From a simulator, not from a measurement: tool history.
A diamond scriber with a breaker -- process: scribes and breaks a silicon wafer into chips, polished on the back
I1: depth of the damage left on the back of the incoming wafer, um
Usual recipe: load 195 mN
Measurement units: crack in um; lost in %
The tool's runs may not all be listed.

Run 1, hour 0: usual settings; I1 0.03. Result: crack 8.79 um, lost 1.62 %.
Run 2, hour 59.5: usual settings; I1 0.02. Result: crack 9.11 um, lost 1.77 %.
Run 3, hour 127.2: usual settings but load 222 mN; I1 0.04. Result: crack 9.87 um, lost 2.73 %.
Run 4, hour 193.8: usual settings but load 222 mN; I1 0.03. Result: crack 9.72 um, lost 2.72 %.
Run 5, hour 245: usual settings but load 222 mN; I1 0.05. Result: crack 9.37 um, lost 2.48 %.
Run 6, hour 303.6: usual settings but load 168 mN; I1 0.03. Result: crack 7.93 um, lost 2.45 %.
Run 7, hour 348.7: usual settings; I1 0.01. Result: crack 8.99 um, lost 1.51 %.
Run 8, hour 419.3: usual settings; I1 0.05. Result: crack 8.65 um, lost 1.71 %.
Run 9, hour 456.6: usual settings; I1 0.04. Result: crack 8.87 um, lost 1.66 %.
Run 10, hour 523.6: usual settings; I1 0.04. Result: crack 8.76 um, lost 1.55 %.
Run 11, hour 593.7: usual settings; I1 0.04. Result: crack 7.94 um, lost 3.24 %.
Run 12, hour 651.8: usual settings; I1 0.02. Result: crack 8 um, lost 2.88 %.
Run 13, hour 691.7: usual settings; I1 0.04. Result: crack 7.83 um, lost 2.74 %.
Run 14, hour 729.4: usual settings but load 170 mN; I1 0.04. Result: crack 7.35 um, lost 4.79 %.
Run 15, hour 781.5: usual settings but load 170 mN; I1 0.04. Result: crack 7.48 um, lost 5.43 %.
Run 16, hour 813.7: usual settings; I1 0.04. Result: crack 8.44 um, lost 1.69 %.
Run 17, hour 852.6: usual settings; I1 0.05. Result: crack 8.45 um, lost 1.97 %.
Run 18, hour 881.3: usual settings; I1 0.05. Result: crack 8.48 um, lost 1.91 %.
Run 19, hour 932.1: usual settings but load 164 mN; I1 0.03. Result: crack 7.31 um, lost 3.69 %.
Run 20, hour 980.8: usual settings but load 174 mN; I1 0.02. Result: crack 7.87 um, lost 3.55 %.
Run 21, hour 1029.5: usual settings; I1 0.03. Result: crack 8.17 um, lost 2.21 %.
Run 22, hour 1081.8: usual settings but load 244 mN; I1 0.03. Result: crack 9.14 um, lost 2.13 %.
Run 23, hour 1108.4: usual settings but load 162 mN; I1 0.04. Result: crack 7.26 um, lost 5.45 %.
Run 24, hour 1139.9: usual settings but load 227 mN; I1 0.01. Result: crack 8.95 um, lost 1.57 %.
Run 25, hour 1207.6: usual settings but load 252 mN; I1 0.03. Result: crack 9.12 um, lost 2.53 %.
Run 26, hour 1274: usual settings but load 140 mN; I1 0.05. Result: crack 6.88 um, lost 8.61 %.
Run 27, hour 1298.1: usual settings but load 225 mN; I1 0.02. Result: crack 8.88 um, lost 1.56 %.
Run 28, hour 1352: usual settings but load 158 mN; I1 0.03. Result: crack 7.44 um, lost 5.23 %.
Run 29, hour 1392: usual settings; I1 0.03. Result: crack 8.02 um, lost 2.43 %.
Run 30, hour 1449.1: usual settings but load 153 mN; I1 0.05. Result: crack 7.37 um, lost 6.66 %.
Run 31, hour 1476.2: usual settings; I1 0.05. Result: crack 8.12 um, lost 2.21 %.
Run 32, hour 1509.8: usual settings but load 247 mN; I1 0.02. Result: crack 9.27 um, lost 2.23 %.
Run 33, hour 1542.7: usual settings but load 177 mN; I1 0.02. Result: crack 8.54 um, lost 1.8 %.
Run 34, hour 1612.3: usual settings but load 175 mN; I1 0.04. Result: crack 8.11 um, lost 2.33 %.
Run 35, hour 1671: usual settings; I1 0.03. Result: crack 8.56 um, lost 1.66 %.
Run 36, hour 1704.7: usual settings but load 176 mN; I1 0.03. Result: crack 8.16 um, lost 2.35 %.
Run 37, hour 1742.6: usual settings but load 142 mN; I1 0.02. Result: crack 7.21 um, lost 5.15 %.
Run 38, hour 1777.5: usual settings but load 228 mN; I1 0.02. Result: crack 9.59 um, lost 2.43 %.

Withheld: 4 entries from between the runs. Position of each, and hidden state at the listed run before versus the listed run after:
Logged between run 1 and run 2: diamond tip replaced by a new one (hour 33.1)
  share of the diamond tip's cutting effectiveness lost through wear, %: 13.8 -> 1.9; deviation of the load on the tip from its setpoint, %: 11.2 -> 11.9
  what was measured, less what the result would be without the hidden state, crack: -0.35 -> +0.46 um; lost: +0.14 -> +0.26 %
Logged between run 10 and run 11: load on the tip recalibrated (hour 583.3)
  share of the diamond tip's cutting effectiveness lost through wear, %: 12.9 -> 13.3; deviation of the load on the tip from its setpoint, %: 17.2 -> -2.4
  what was measured, less what the result would be without the hidden state, crack: -0.01 -> -0.91 um; lost: +0 -> +1.42 %
Logged between run 15 and run 16: diamond tip replaced by a new one (hour 796)
  share of the diamond tip's cutting effectiveness lost through wear, %: 14 -> 2.83; deviation of the load on the tip from its setpoint, %: -0.254 -> 0.113
  what was measured, less what the result would be without the hidden state, crack: -0.81 -> -0.16 um; lost: +2.97 -> +0.03 %
Logged between run 32 and run 33: diamond tip replaced by a new one (hour 1516.1)
  share of the diamond tip's cutting effectiveness lost through wear, %: 15.4 -> 3.96; deviation of the load on the tip from its setpoint, %: 8.05 -> 8.43
  what was measured, less what the result would be without the hidden state, crack: -0.64 -> +0.16 um; lost: -1.52 -> -0.19 %
